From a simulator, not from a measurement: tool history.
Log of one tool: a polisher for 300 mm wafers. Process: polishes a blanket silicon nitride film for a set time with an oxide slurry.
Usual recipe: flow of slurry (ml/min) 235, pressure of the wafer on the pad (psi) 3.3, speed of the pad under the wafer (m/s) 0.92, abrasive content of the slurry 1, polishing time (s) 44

| run | day | flow of slurry (ml/min) | pressure of the wafer on the pad (psi) | speed of the pad under the wafer (m/s) | abrasive content of the slurry | polishing time (s) | incoming thickness of the incoming film, nm | film removed (Å) |
|---|---|---|---|---|---|---|---|---|
| 1 | 0 | 235 | 3.7 | 0.92 | 1 | 55 | 289.2 | 418 |
| 2 | 0.638 | 235 | 3.7 | 0.92 | 1 | 55 | 286.4 | 416 |
|  | 0.829 | conditioning disc replaced and pad reconditioned |
| 3 | 0.962 | 235 | 3.3 | 0.92 | 1 | 44 | 294.4 | 290 |
| 4 | 1.271 | 235 | 3.3 | 0.92 | 1 | 44 | 292.2 | 287 |
| 5 | 1.979 | 235 | 3.3 | 0.92 | 1 | 44 | 290.8 | 299 |
| 6 | 2.5 | 235 | 3.3 | 0.92 | 1 | 44 | 291.9 | 299 |
|  | 2.708 | worn pad replaced by a new one |
| 7 | 2.896 | 235 | 3.3 | 0.92 | 1 | 44 | 293.5 | 297 |
| 8 | 3.258 | 235 | 3.3 | 0.92 | 1 | 44 | 286 | 300 |
| 9 | 3.533 | 235 | 2.9 | 0.78 | 1 | 44 | 284.1 | 242 |
| 10 | 4.083 | 255 | 3.3 | 0.92 | 1 | 44 | 289 | 296 |
|  | 4.383 | head pressure recalibrated |
| 11 | 4.396 | 255 | 3.3 | 0.92 | 1 | 44 | 288.3 | 265 |
| 12 | 5.121 | 200 | 3.3 | 0.8 | 0.8 | 44 | 292 | 202 |
|  | 5.412 | conditioning disc replaced and pad reconditioned |
|  | 5.658 | slurry nozzle cleaned |
| 13 | 5.7 | 235 | 3.3 | 1.24 | 1 | 58 | 288.6 | 416 |
| 14 | 5.979 | 235 | 3.3 | 0.66 | 1 | 44 | 289.6 | 225 |
|  | 6.742 | worn pad replaced by a new one |
|  | 6.842 | slurry blender recalibrated |
| 15 | 6.862 | 235 | 2.6 | 0.92 | 1 | 31 | 286.7 | 147 |
| 16 | 7.183 | 235 | 3.3 | 0.92 | 1 | 44 | 291.1 | 268 |
| 17 | 7.917 | 235 | 3.3 | 0.92 | 1 | 38 | 291.1 | 238 |
| 18 | 8.188 | 235 | 3.3 | 0.92 | 1 | 58 | 291.8 | 361 |
| 19 | 8.488 | 235 | 3.3 | 0.92 | 1 | 44 | 293.5 | 271 |
| 20 | 8.921 | 235 | 3.3 | 0.74 | 1 | 44 | 288.1 | 244 |
| 21 | 9.379 | 235 | 3.3 | 0.92 | 1 | 44 | 289 | 280 |
|  | 9.983 | worn pad replaced by a new one |
|  | 9.988 | conditioning disc replaced and pad reconditioned |
| 22 | 10.004 | 185 | 3.3 | 0.92 | 1 | 29 | 287.7 | 177 |

What if the next run were any one of these 4? Each begins from the tool's condition after run 22:
| A | 10.021 | 235 | 3.3 | 0.72 | 1 | 44 | 293.6 | ? |
| B | 10.021 | 180 | 3.7 | 0.6 | 1 | 57 | 293.6 | ? |
| C | 10.021 | 235 | 3.3 | 0.76 | 1.25 | 44 | 293.6 | ? |
| D | 10.021 | 235 | 3.3 | 0.82 | 1 | 49 | 293.6 | ? |

| run | film removed (Å) |
|---|---|
| A | 239 |
| B | 305 |
| C | 277 |
| D | 286 |
With the hidden condition removed and each run's random variation left untouched, the same runs would have given:
| run | film removed (Å) |
|---|---|
| A | 227 |
| B | 289 |
| C | 262 |
| D | 270 |
